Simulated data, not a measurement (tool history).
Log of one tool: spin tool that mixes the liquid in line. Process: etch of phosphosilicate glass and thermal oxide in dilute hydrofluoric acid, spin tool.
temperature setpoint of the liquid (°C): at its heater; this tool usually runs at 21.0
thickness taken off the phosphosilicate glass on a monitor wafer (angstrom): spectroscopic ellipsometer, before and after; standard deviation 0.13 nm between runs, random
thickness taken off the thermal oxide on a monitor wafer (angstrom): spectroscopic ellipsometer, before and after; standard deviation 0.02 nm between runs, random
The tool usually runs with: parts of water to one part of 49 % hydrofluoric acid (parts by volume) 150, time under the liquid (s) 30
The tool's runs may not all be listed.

run	hour	temperature setpoint of the liquid (°C)	parts of water to one part of 49 % hydrofluoric acid (parts by volume)	time under the liquid (s)	wafers since the last listed run	hours since the thermometer was replaced	hours since the hydrofluoric acid flow meter was replaced	hours since the gauge calibration	read-back film thickness of the phosphosilicate glass reference wafer, read on the same gauge (nm)	read-back film thickness of the thermal oxide reference wafer, read on the same gauge (nm)	thickness taken off the phosphosilicate glass on a monitor wafer (angstrom)	thickness taken off the thermal oxide on a monitor wafer (angstrom)
1	0.0	21.0	150	30	0	2226.8	1677.9	171.7	109.97	59.966	230.6	8.75
2	12.2	21.0	150	30	175	2239.0	1690.1	183.9	109.97	59.989	232.1	8.87
3	29.3	21.0	150	30	245	2256.1	1707.2	201.0	109.98	60.028	229.7	8.71
4	37.6	21.0	150	30	119	2264.4	1715.5	209.3	110.04	60.021	230.1	8.37
5	54.0	21.0	150	30	235	2280.8	1731.9	225.7	110.00	59.996	229.1	8.41
6	61.1	21.0	150	30	101	2287.9	1739.0	232.8	109.99	60.018	230.5	8.91
7	67.8	21.0	150	30	96	2294.6	1745.7	239.5	110.00	59.964	230.1	8.68
8	79.2	21.0	150	30	163	2306.0	1757.1	250.9	110.00	59.999	230.0	8.71
# hour 83.5: thermometer replaced
9	88.9	21.0	150	30	124	5.4	1766.8	260.6	110.05	59.984	229.9	8.84
10	102.3	21.0	150	30	192	18.8	1780.2	274.0	110.03	60.013	229.0	8.96
# hour 111.8: gauge calibrated
11	114.8	23.5	110	35	179	31.3	1792.7	3.0	110.02	60.006	422.4	16.34
12	128.8	21.0	150	30	201	45.3	1806.7	17.0	109.98	60.008	231.1	8.74
13	138.2	18.5	100	15	134	54.7	1816.1	26.4	110.03	59.983	163.5	6.22
14	155.0	21.0	150	30	241	71.5	1832.9	43.2	109.99	59.997	229.9	8.97
15	168.7	17.5	220	30	196	85.2	1846.6	56.9	109.97	59.991	129.4	4.88
16	183.9	21.0	195	30	218	100.4	1861.8	72.1	110.05	59.992	171.2	6.55
# hour 219.1: hydrofluoric acid flow meter replaced
17	233.3	21.0	150	15	694	149.8	14.2	121.5	110.00	59.967	100.9	3.73
18	249.1	24.0	225	35	226	165.6	30.0	137.3	109.98	59.969	162.5	5.98
19	266.4	17.5	150	30	248	182.9	47.3	154.6	109.97	60.021	175.8	6.36
20	281.1	19.5	150	20	211	197.6	62.0	169.3	109.97	59.993	125.5	4.79
21	289.5	24.5	150	45	120	206.0	70.4	177.7	110.02	59.958	347.4	12.32
22	299.1	21.0	150	30	137	215.6	80.0	187.3	110.02	60.003	203.1	7.67
23	316.8	21.0	125	20	254	233.3	97.7	205.0	109.99	60.001	164.5	6.30
24	329.7	19.0	150	50	185	246.2	110.6	217.9	109.95	59.978	313.1	11.80
25	336.6	21.0	150	30	99	253.1	117.5	224.8	110.07	59.984	205.3	7.87
26	347.8	17.0	100	30	160	264.3	128.7	236.0	109.98	60.011	272.1	10.31

Here are 4 independent what-if runs from the current tool condition. What would each one return?
A	348.2	21.0	130	30	5	264.7	129.1	236.4	?	?	?	?
B	348.2	19.5	100	35	5	264.7	129.1	236.4	?	?	?	?
C	348.2	21.0	150	35	5	264.7	129.1	236.4	?	?	?	?
D	348.2	24.0	80	40	5	264.7	129.1	236.4	?	?	?	?

run	read-back film thickness of the phosphosilicate glass reference wafer, read on the same gauge (nm)	read-back film thickness of the thermal oxide reference wafer, read on the same gauge (nm)	thickness taken off the phosphosilicate glass on a monitor wafer (angstrom)	thickness taken off the thermal oxide on a monitor wafer (angstrom)
A	110.04	59.958	239.8	9.12
B	110.04	59.958	353.5	13.45
C	110.04	59.958	237.3	9.03
D	110.04	59.958	621.0	23.63
The same runs, with their run-to-run variation unchanged, on a tool lacking any hidden condition would have given:
run	thickness taken off the phosphosilicate glass on a monitor wafer (angstrom)	thickness taken off the thermal oxide on a monitor wafer (angstrom)
A	236.6	9.00
B	349.0	13.28
C	234.1	8.91
D	613.2	23.33

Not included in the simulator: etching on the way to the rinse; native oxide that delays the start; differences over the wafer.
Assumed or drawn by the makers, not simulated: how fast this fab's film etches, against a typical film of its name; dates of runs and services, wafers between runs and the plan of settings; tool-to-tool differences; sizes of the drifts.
